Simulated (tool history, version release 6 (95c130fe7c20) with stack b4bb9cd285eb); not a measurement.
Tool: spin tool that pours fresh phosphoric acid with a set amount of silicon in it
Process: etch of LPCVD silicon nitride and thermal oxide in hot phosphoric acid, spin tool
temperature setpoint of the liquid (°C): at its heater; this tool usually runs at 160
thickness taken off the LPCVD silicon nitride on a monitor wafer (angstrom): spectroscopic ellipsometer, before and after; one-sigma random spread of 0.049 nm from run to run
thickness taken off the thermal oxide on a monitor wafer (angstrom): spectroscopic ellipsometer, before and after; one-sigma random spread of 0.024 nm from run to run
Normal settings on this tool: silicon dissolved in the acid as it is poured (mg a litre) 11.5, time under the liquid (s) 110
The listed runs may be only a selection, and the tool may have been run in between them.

| run | hour | temperature setpoint of the liquid (°C) | silicon dissolved in the acid as it is poured (mg a litre) | time under the liquid (s) | wafers since the last listed run | hours since the thermometer was replaced | hours since the dissolved silicon flow meter was replaced | hours since the heated supply line was repaired | hours since the gauge calibration | read-back film thickness of the LPCVD silicon nitride reference wafer, read on the same gauge (nm) | read-back film thickness of the thermal oxide reference wafer, read on the same gauge (nm) | thickness taken off the LPCVD silicon nitride on a monitor wafer (angstrom) | thickness taken off the thermal oxide on a monitor wafer (angstrom) |
|---|---|---|---|---|---|---|---|---|---|---|---|---|---|
| 1 | 0 | 160 | 11.5 | 110 | 0 | 1847 | 837.9 | 3074.2 | 434.9 | 80 | 100.042 | 90 | 1.71 |
| 2 | 60.2 | 160 | 11.5 | 110 | 586 | 1907.2 | 898.1 | 3134.4 | 495.1 | 80 | 99.989 | 90.2 | 1.76 |
| 3 | 93.7 | 159 | 6.5 | 110 | 326 | 1940.7 | 931.6 | 3167.9 | 528.6 | 79.98 | 99.995 | 87 | 2.2 |
| 4 | 147.6 | 159 | 6.5 | 110 | 525 | 1994.6 | 985.5 | 3221.8 | 582.5 | 80.02 | 100 | 85.7 | 1.99 |
| 5 | 189.4 | 159 | 6.5 | 110 | 407 | 2036.4 | 1027.3 | 3263.6 | 624.3 | 80 | 99.995 | 86.3 | 2.01 |
| 6 | 236.9 | 160 | 11.5 | 110 | 462 | 2083.9 | 1074.8 | 3311.1 | 671.8 | 79.99 | 99.997 | 88.2 | 1.66 |
|  | 271.6 | gauge calibrated |
| 7 | 283.7 | 160 | 14 | 110 | 456 | 2130.7 | 1121.6 | 3357.9 | 12.1 | 80.02 | 99.989 | 89.1 | 1.66 |
|  | 311.7 | thermometer replaced |
| 8 | 333.2 | 160 | 14 | 110 | 472 | 21.5 | 1171.1 | 3407.4 | 61.6 | 79.96 | 100.013 | 88.8 | 1.6 |
| 9 | 365.5 | 160 | 14 | 110 | 314 | 53.8 | 1203.4 | 3439.7 | 93.9 | 80.02 | 99.987 | 88 | 1.7 |
|  | 421.2 | heated supply line repaired |
| 10 | 431.6 | 160 | 11.5 | 150 | 634 | 119.9 | 1269.5 | 10.4 | 160 | 80.01 | 100.015 | 139.2 | 3.15 |
|  | 463.8 | dissolved silicon flow meter replaced |
| 11 | 494.8 | 160 | 11.5 | 110 | 606 | 183.1 | 31 | 73.6 | 223.2 | 80.04 | 100.016 | 101.2 | 2.53 |

The next listed run, before its measurement:
| 12 | 539.5 | 161.5 | 11.5 | 110 | 435 | 227.8 | 75.7 | 118.3 | 267.9 | ? | ? | ? | ? |

{"run 12": {"read-back film thickness of the LPCVD silicon nitride reference wafer, read on the same gauge (nm)": 80, "read-back film thickness of the thermal oxide reference wafer, read on the same gauge (nm)": 99.992, "thickness taken off the LPCVD silicon nitride on a monitor wafer (angstrom)": 106.8, "thickness taken off the thermal oxide on a monitor wafer (angstrom)": 2.94}}
With no hidden state in the tool, this same run would have given thickness taken off the LPCVD silicon nitride on a monitor wafer (angstrom) 108.5, thickness taken off the thermal oxide on a monitor wafer (angstrom) 3.05.
